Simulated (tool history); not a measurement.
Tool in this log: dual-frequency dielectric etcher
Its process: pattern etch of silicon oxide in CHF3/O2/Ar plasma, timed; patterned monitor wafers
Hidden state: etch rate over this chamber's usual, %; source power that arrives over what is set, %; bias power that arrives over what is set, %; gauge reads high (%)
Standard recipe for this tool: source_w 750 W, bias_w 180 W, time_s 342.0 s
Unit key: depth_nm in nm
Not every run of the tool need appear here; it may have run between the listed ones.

| run | hour | source_w | bias_w | time_s | wafers since the last listed run | hours since the last wet clean | hours since the last source power generator calibration | hours since the last bias power generator calibration | hours since the last upper electrode change | hours since the gauge calibration | read-back reference wafer on the same gauge, depth_nm | depth_nm |
|---|---|---|---|---|---|---|---|---|---|---|---|---|
| 1 | 0.0 | 750 | 180 | 342.0 | 0 | 393.9 | 1383.3 | 1571.2 | 2423.5 | 533.9 | 883.8 | 734.5 |
| 2 | 48.8 | 750 | 180 | 365.5 | 179 | 442.7 | 1432.1 | 1620.0 | 2472.3 | 582.7 | 884.1 | 784.6 |
| 3 | 63.4 | 750 | 180 | 365.5 | 53 | 457.3 | 1446.7 | 1634.6 | 2486.9 | 597.3 | 883.9 | 782.8 |
| 4 | 88.9 | 750 | 160 | 342.0 | 93 | 482.8 | 1472.2 | 1660.1 | 2512.4 | 622.8 | 883.8 | 686.6 |
|  | 135.6 | wet clean of the chamber |
| 5 | 136.1 | 750 | 215 | 342.0 | 85 | 0.5 | 1519.4 | 1707.3 | 2559.6 | 670.0 | 884.7 | 785.8 |
| 6 | 140.4 | 750 | 180 | 342.0 | 15 | 4.8 | 1523.7 | 1711.6 | 2563.9 | 674.3 | 885.2 | 729.6 |
| 7 | 216.8 | 750 | 180 | 342.0 | 280 | 81.2 | 1600.1 | 1788.0 | 2640.3 | 750.7 | 885.0 | 729.7 |
| 8 | 236.9 | 750 | 180 | 342.0 | 73 | 101.3 | 1620.2 | 1808.1 | 2660.4 | 770.8 | 882.8 | 725.9 |
| 9 | 251.5 | 640 | 200 | 377.0 | 53 | 115.9 | 1634.8 | 1822.7 | 2675.0 | 785.4 | 884.2 | 772.7 |
| 10 | 287.2 | 870 | 193 | 420.0 | 131 | 151.6 | 1670.5 | 1858.4 | 2710.7 | 821.1 | 883.6 | 993.4 |
|  | 319.7 | upper electrode replaced |
| 11 | 320.2 | 750 | 180 | 342.0 | 33 | 184.6 | 1703.5 | 1891.4 | 0.5 | 854.1 | 883.7 | 726.8 |
| 12 | 323.5 | 750 | 180 | 342.0 | 12 | 187.9 | 1706.8 | 1894.7 | 3.8 | 857.4 | 883.9 | 726.5 |
|  | 346.0 | gauge calibrated |
| 13 | 351.3 | 590 | 180 | 308.5 | 102 | 215.7 | 1734.6 | 1922.5 | 31.6 | 5.3 | 884.3 | 571.6 |
| 14 | 412.1 | 680 | 220 | 342.0 | 223 | 276.5 | 1795.4 | 1983.3 | 92.4 | 66.1 | 884.3 | 748.0 |
|  | 425.6 | bias power generator calibrated |
|  | 456.6 | source power generator calibrated |
| 15 | 466.0 | 660 | 195 | 298.0 | 168 | 330.4 | 9.4 | 40.4 | 146.3 | 120.0 | 884.5 | 629.6 |
| 16 | 486.3 | 840 | 180 | 342.0 | 74 | 350.7 | 29.7 | 60.7 | 166.6 | 140.3 | 884.5 | 783.5 |
| 17 | 505.8 | 750 | 180 | 342.0 | 71 | 370.2 | 49.2 | 80.2 | 186.1 | 159.8 | 884.3 | 746.4 |
| 18 | 527.0 | 750 | 180 | 342.0 | 77 | 391.4 | 70.4 | 101.4 | 207.3 | 181.0 | 884.3 | 742.0 |
| 19 | 541.7 | 620 | 214 | 396.5 | 54 | 406.1 | 85.1 | 116.1 | 222.0 | 195.7 | 884.2 | 843.2 |
| 20 | 560.6 | 750 | 217 | 342.0 | 69 | 425.0 | 104.0 | 135.0 | 240.9 | 214.6 | 883.7 | 807.0 |
|  | 609.0 | wet clean of the chamber |
| 21 | 609.5 | 850 | 180 | 342.0 | 91 | 0.5 | 152.9 | 183.9 | 289.8 | 263.5 | 884.1 | 799.0 |
| 22 | 623.1 | 890 | 180 | 342.0 | 50 | 14.1 | 166.5 | 197.5 | 303.4 | 277.1 | 884.0 | 807.0 |
| 23 | 649.2 | 850 | 136 | 427.0 | 95 | 40.2 | 192.6 | 223.6 | 329.5 | 303.2 | 884.4 | 885.2 |
| 24 | 663.7 | 650 | 148 | 311.0 | 53 | 54.7 | 207.1 | 238.1 | 344.0 | 317.7 | 884.3 | 576.0 |
| 25 | 684.5 | 750 | 180 | 376.5 | 76 | 75.5 | 227.9 | 258.9 | 364.8 | 338.5 | 884.1 | 820.5 |
| 26 | 711.1 | 850 | 180 | 282.5 | 97 | 102.1 | 254.5 | 285.5 | 391.4 | 365.1 | 883.6 | 654.9 |
| 27 | 724.8 | 750 | 192 | 262.5 | 50 | 115.8 | 268.2 | 299.2 | 405.1 | 378.8 | 883.7 | 586.1 |
| 28 | 737.0 | 620 | 193 | 299.5 | 44 | 128.0 | 280.4 | 311.4 | 417.3 | 391.0 | 884.2 | 605.3 |
| 29 | 752.2 | 580 | 214 | 275.0 | 55 | 143.2 | 295.6 | 326.6 | 432.5 | 406.2 | 884.3 | 556.6 |

What if the next run were any one of these 5? Each begins from the tool's condition after run 29:
| A | 752.7 | 750 | 180 | 342.0 | 1 | 143.7 | 296.1 | 327.1 | 433.0 | 406.7 | ? | ? |
| B | 752.7 | 810 | 180 | 342.0 | 1 | 143.7 | 296.1 | 327.1 | 433.0 | 406.7 | ? | ? |
| C | 752.7 | 900 | 218 | 370.0 | 1 | 143.7 | 296.1 | 327.1 | 433.0 | 406.7 | ? | ? |
| D | 752.7 | 870 | 212 | 313.0 | 1 | 143.7 | 296.1 | 327.1 | 433.0 | 406.7 | ? | ? |
| E | 752.7 | 650 | 225 | 251.5 | 1 | 143.7 | 296.1 | 327.1 | 433.0 | 406.7 | ? | ? |

| run | read-back reference wafer on the same gauge, depth_nm | depth_nm |
|---|---|---|
| A | 883.6 | 750.0 |
| B | 883.6 | 780.9 |
| C | 883.6 | 966.5 |
| D | 883.6 | 794.5 |
| E | 883.6 | 562.2 |
With no hidden state in the tool, these same runs would have given:
| run | depth_nm |
|---|---|
| A | 750.6 |
| B | 781.5 |
| C | 967.3 |
| D | 795.2 |
| E | 562.6 |

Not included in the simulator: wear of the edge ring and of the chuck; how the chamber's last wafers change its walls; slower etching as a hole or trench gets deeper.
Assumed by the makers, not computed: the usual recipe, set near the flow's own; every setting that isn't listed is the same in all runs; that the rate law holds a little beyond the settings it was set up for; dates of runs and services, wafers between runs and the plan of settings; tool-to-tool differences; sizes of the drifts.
